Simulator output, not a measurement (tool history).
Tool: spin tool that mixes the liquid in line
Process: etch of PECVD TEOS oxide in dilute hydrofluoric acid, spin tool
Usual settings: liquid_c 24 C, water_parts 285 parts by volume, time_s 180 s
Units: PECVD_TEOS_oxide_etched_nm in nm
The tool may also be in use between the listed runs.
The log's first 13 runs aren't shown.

run	hour	liquid_c	water_parts	time_s	read-back film thickness of the PECVD TEOS oxide reference wafer, read on the same gauge (nm)	PECVD_TEOS_oxide_etched_nm
14	392.6	26.5	210	180	150	9.41
15	410.4	24	195	180	150	9.26
16	444.8	24	285	105	149.98	3.38
17	462.8	19	185	75	150.01	3.38
18	479.3	24	325	180	149.98	4.88
19	497	21	400	150	149.99	2.81
20	517	24	375	180	150.02	4.02
# hour 520.6: thermometer replaced
21	543.8	24	285	180	150	5.74
22	577.1	24	410	180	150	3.54
23	604.1	24	380	180	150.01	3.94
24	624.2	22	285	180	150.04	5.4

Run 25 comes next. What will it give?
25	646.5	21	230	290	?	?

{"run 25": {"read-back film thickness of the PECVD TEOS oxide reference wafer, read on the same gauge (nm)": 150.03, "PECVD_TEOS_oxide_etched_nm": 10.83}}
Without the tool's hidden state the same run would have given PECVD_TEOS_oxide_etched_nm 11.56 nm.
